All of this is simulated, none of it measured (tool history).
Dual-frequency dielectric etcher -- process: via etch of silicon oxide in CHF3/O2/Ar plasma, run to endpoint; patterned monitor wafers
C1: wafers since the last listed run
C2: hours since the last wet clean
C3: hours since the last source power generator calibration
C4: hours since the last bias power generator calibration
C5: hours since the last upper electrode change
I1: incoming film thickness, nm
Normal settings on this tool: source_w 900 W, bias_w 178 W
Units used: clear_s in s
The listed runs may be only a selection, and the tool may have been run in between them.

Run 1, day 0.000: usual settings but source_w 1030 W, bias_w 192 W; C1 0; C2 35.2; C3 2176.4; C4 1983.7; C5 5490.6; I1 608.9. Result: clear_s 234.9 s.
Run 2, day 1.396: usual settings; C1 201; C2 68.7; C3 2209.9; C4 2017.2; C5 5524.1; I1 609.8. Result: clear_s 251.5 s.
Run 3, day 2.425: usual settings; C1 148; C2 93.4; C3 2234.6; C4 2041.9; C5 5548.8; I1 619.7. Result: clear_s 255.7 s.
Run 4, day 3.862: usual settings; C1 207; C2 127.9; C3 2269.1; C4 2076.4; C5 5583.3; I1 611.3. Result: clear_s 252.3 s.
Run 5, day 4.612: usual settings; C1 108; C2 145.9; C3 2287.1; C4 2094.4; C5 5601.3; I1 610.4. Result: clear_s 254.5 s.
Run 6, day 5.604: usual settings; C1 143; C2 169.7; C3 2310.9; C4 2118.2; C5 5625.1; I1 612.3. Result: clear_s 252.9 s.
Run 7, day 6.217: usual settings but source_w 750 W; C1 88; C2 184.4; C3 2325.6; C4 2132.9; C5 5639.8; I1 620.0. Result: clear_s 273.5 s.
Run 8, day 7.121: usual settings but source_w 750 W; C1 130; C2 206.1; C3 2347.3; C4 2154.6; C5 5661.5; I1 615.2. Result: clear_s 274.8 s.
At day 10.725: upper electrode replaced, of another model than before.
Run 9, day 11.529: usual settings but source_w 750 W; C1 492; C2 311.9; C3 2453.1; C4 2260.4; C5 19.3; I1 611.3. Result: clear_s 285.6 s.
Run 10, day 12.438: usual settings but bias_w 161 W; C1 131; C2 333.7; C3 2474.9; C4 2282.2; C5 41.1; I1 613.4. Result: clear_s 270.6 s.
Run 11, day 13.912: usual settings but bias_w 161 W; C1 212; C2 369.1; C3 2510.3; C4 2317.6; C5 76.5; I1 615.3. Result: clear_s 269.7 s.
Run 12, day 14.462: usual settings; C1 79; C2 382.3; C3 2523.5; C4 2330.8; C5 89.7; I1 614.5. Result: clear_s 260.6 s.
Run 13, day 15.329: usual settings; C1 125; C2 403.1; C3 2544.3; C4 2351.6; C5 110.5; I1 612.4. Result: clear_s 261.6 s.
Run 14, day 16.108: usual settings but source_w 780 W, bias_w 137 W; C1 112; C2 421.8; C3 2563.0; C4 2370.3; C5 129.2; I1 613.7. Result: clear_s 311.5 s.
Run 15, day 17.538: usual settings but bias_w 161 W; C1 206; C2 456.1; C3 2597.3; C4 2404.6; C5 163.5; I1 611.8. Result: clear_s 268.9 s.
At day 19.162: wet clean of the chamber.
Run 16, day 19.183: usual settings but bias_w 144 W; C1 93; C2 0.5; C3 2636.8; C4 2444.1; C5 203.0; I1 614.6. Result: clear_s 271.4 s.
Run 17, day 19.200: usual settings but source_w 720 W; C1 2; C2 0.9; C3 2637.2; C4 2444.5; C5 203.4; I1 610.1. Result: clear_s 282.6 s.
Run 18, day 19.654: usual settings but source_w 1090 W, bias_w 201 W; C1 65; C2 11.8; C3 2648.1; C4 2455.4; C5 214.3; I1 609.0. Result: clear_s 216.0 s.
At day 20.175: source power generator calibrated.
Run 19, day 20.296: usual settings but source_w 1120 W, bias_w 213 W; C1 68; C2 27.2; C3 2.9; C4 2470.8; C5 229.7; I1 616.8. Result: clear_s 209.7 s.
At day 20.821: bias power generator calibrated.
Run 20, day 21.017: usual settings; C1 80; C2 44.5; C3 20.2; C4 4.7; C5 247.0; I1 619.5. Result: clear_s 254.4 s.
Run 21, day 22.058: usual settings but source_w 960 W, bias_w 221 W; C1 150; C2 69.5; C3 45.2; C4 29.7; C5 272.0; I1 610.0. Result: clear_s 223.3 s.
Run 22, day 22.933: usual settings but source_w 720 W, bias_w 165 W; C1 126; C2 90.5; C3 66.2; C4 50.7; C5 293.0; I1 613.3. Result: clear_s 297.2 s.
Run 23, day 23.621: usual settings but source_w 690 W, bias_w 165 W; C1 99; C2 107.0; C3 82.7; C4 67.2; C5 309.5; I1 617.0. Result: clear_s 304.1 s.

Estimate the outcome of run 24 from the log above:
Run 24, day 24.750: usual settings but source_w 780 W; C1 163; C2 134.1; C3 109.8; C4 94.3; C5 336.6; I1 608.1. Result: clear_s ?.

{"run 24": {"clear_s": 273.1}}
Had the tool carried no hidden state, the very same run would have given clear_s 271.0 s.
